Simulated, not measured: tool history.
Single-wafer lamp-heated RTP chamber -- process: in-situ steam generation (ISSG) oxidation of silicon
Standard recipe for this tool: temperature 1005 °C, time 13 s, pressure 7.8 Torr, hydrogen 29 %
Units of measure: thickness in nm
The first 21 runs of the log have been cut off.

run,hour,temperature,time,pressure,hydrogen,wafers since the last listed run,wafers since the last pyrometer calibration,hours since the pressure gauge was zeroed,hours since the hydrogen flow controller was replaced,hours since the gauge calibration,"read-back reference wafer on the same gauge, thickness",thickness
22,644.3,1005,13,7.8,29,216,1270,595.3,190.9,256.8,3.822,4.159
23,667.2,990,13,7.8,29,175,1446,618.2,213.8,279.7,3.820,3.945
24,690.6,1005,13,7.8,25,179,1625,641.6,237.2,303.1,3.820,3.969
25,712.1,1017,11,9.1,24,164,1790,663.1,258.7,324.6,3.822,3.775
26,747.7,992,15,6.9,22,272,2063,698.7,294.3,360.2,3.817,3.889
27,769.8,1005,13,7.8,29,169,2232,720.8,316.4,382.3,3.819,4.126
28,802.4,1005,10,7.8,32,249,2482,753.4,349.0,414.9,3.821,3.819
29,815.7,1005,13,9.2,29,101,2584,766.7,362.3,428.2,3.821,4.080
30,844.6,1005,13,7.8,29,221,2805,795.6,391.2,457.1,3.823,4.127
31,864.4,1005,13,6.9,23,151,2957,815.4,411.0,476.9,3.821,3.853

Branching from run 31: 4 alternative next runs. What would each branch give?
A,864.8,1005,13,8.3,29,3,2960,815.8,411.4,477.3,?,?
B,864.8,989,15,6.9,29,3,2960,815.8,411.4,477.3,?,?
C,864.8,1005,10,8.5,29,3,2960,815.8,411.4,477.3,?,?
D,864.8,997,18,6.9,23,3,2960,815.8,411.4,477.3,?,?

run,"read-back reference wafer on the same gauge, thickness",thickness
A,3.823,4.128
B,3.823,4.156
C,3.823,3.688
D,3.823,4.343
Had the tool no hidden state, the same runs would have come out as:
run,thickness
A,4.128
B,4.156
C,3.688
D,4.343

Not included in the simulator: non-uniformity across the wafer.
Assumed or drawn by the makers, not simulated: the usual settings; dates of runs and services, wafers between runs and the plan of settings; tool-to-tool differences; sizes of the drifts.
